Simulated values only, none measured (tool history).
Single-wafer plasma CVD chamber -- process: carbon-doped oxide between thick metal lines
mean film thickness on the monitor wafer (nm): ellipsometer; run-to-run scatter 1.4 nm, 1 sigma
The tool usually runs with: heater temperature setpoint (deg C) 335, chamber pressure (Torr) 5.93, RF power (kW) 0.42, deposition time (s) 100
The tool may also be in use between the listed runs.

run     day  heater temperature setpoint (deg C)  chamber pressure (Torr)  RF power (kW)  deposition time (s)  read-back reference wafer on the same gauge, thickness_nm  mean film thickness on the monitor wafer (nm)
  1       0                                  335                     5.22           0.42                  100                                                    549.973                                        524.433
      0.762  -- thermocouple changed; heater temperature recalibrated
  2   1.042                                  335                     5.93           0.42                  100                                                    550.042                                        536.974
  3   2.129                                  335                     5.93           0.42                  100                                                    550.229                                        537.064
  4   3.575                                  335                     5.93           0.42                  100                                                    549.803                                        536.296
  5   4.679                                  335                     5.93           0.42                  100                                                    550.136                                        535.407
  6   5.221                                  335                     5.93           0.42                  100                                                    550.204                                        535.945
  7   6.288                                  335                     5.93           0.42                  100                                                    549.857                                        535.051
  8   6.967                                  335                     5.93           0.42                  100                                                     550.57                                        533.804
  9   8.162                                  342                     6.91          0.495                  100                                                    549.827                                        619.517
       9.35  -- showerhead replaced
 10    9.55                                  335                     5.93           0.42                  100                                                    549.642                                        533.504
 11  10.421                                  321                     6.95           0.36                   84                                                    549.868                                        405.581
 12  11.629                                  335                     5.93           0.42                   81                                                    549.944                                        431.867
     12.588  -- gauge calibrated
 13  12.617                                  335                      4.7           0.42                  100                                                    549.836                                        504.096
 14  13.392                                  328                     5.93           0.42                  100                                                    549.911                                         540.54
     14.192  -- capacitance manometer re-zeroed and calibrated
 15  14.212                                  342                     7.28           0.47                  111                                                    550.358                                        652.231
 16  14.567                                  335                     5.93           0.42                  100                                                    550.064                                        524.952
     15.917  -- RF generator calibrated
 17  15.938                                  341                     5.53           0.42                  100                                                    550.036                                         533.01
 18  16.921                                  326                     5.93           0.42                  100                                                    550.089                                        562.941
 19  18.375                                  335                     5.93           0.42                  100                                                    549.961                                        550.987
 20  19.258                                  335                     7.09           0.49                   87                                                    550.164                                        557.917
 21  20.558                                  335                     5.93           0.42                  100                                                    549.843                                        547.075
 22  21.554                                  329                     5.45           0.42                  100                                                    550.123                                        545.759
 23  22.792                                  345                     6.77           0.47                   82                                                    549.762                                        494.002
 24  23.592                                  335                     4.98          0.445                   92                                                     549.77                                        513.814
 25  24.679                                  322                     6.49           0.42                   94                                                    549.736                                         542.38
 26  25.683                                  324                     5.34          0.465                   88                                                    550.191                                        532.991
 27  26.529                                  335                     5.93           0.42                  100                                                    549.933                                        548.604

Run-by-run hidden state of the tool:
wafer temperature above the value expected at the setpoint (K): 0 in every run
true pressure above the setpoint (%): 0 in every run
gauge reads high (%): 0 in every run
H1: delivered RF power above the setpoint (%)
run      H1
  1   -2.17
  2   -2.29
  3   -2.42
  4   -2.59
  5   -2.73
  6    -2.8
  7   -2.94
  8   -3.04
  9    -3.2
 10    -3.4
 11   -3.53
 12   -3.71
 13   -3.86
 14   -3.98
 15   -4.11
 16   -4.16
 17  -0.363
 18  -0.365
 19  -0.373
 20  -0.381
 21  -0.398
 22  -0.415
 23   -0.44
 24  -0.459
 25  -0.488
 26  -0.519
 27  -0.547

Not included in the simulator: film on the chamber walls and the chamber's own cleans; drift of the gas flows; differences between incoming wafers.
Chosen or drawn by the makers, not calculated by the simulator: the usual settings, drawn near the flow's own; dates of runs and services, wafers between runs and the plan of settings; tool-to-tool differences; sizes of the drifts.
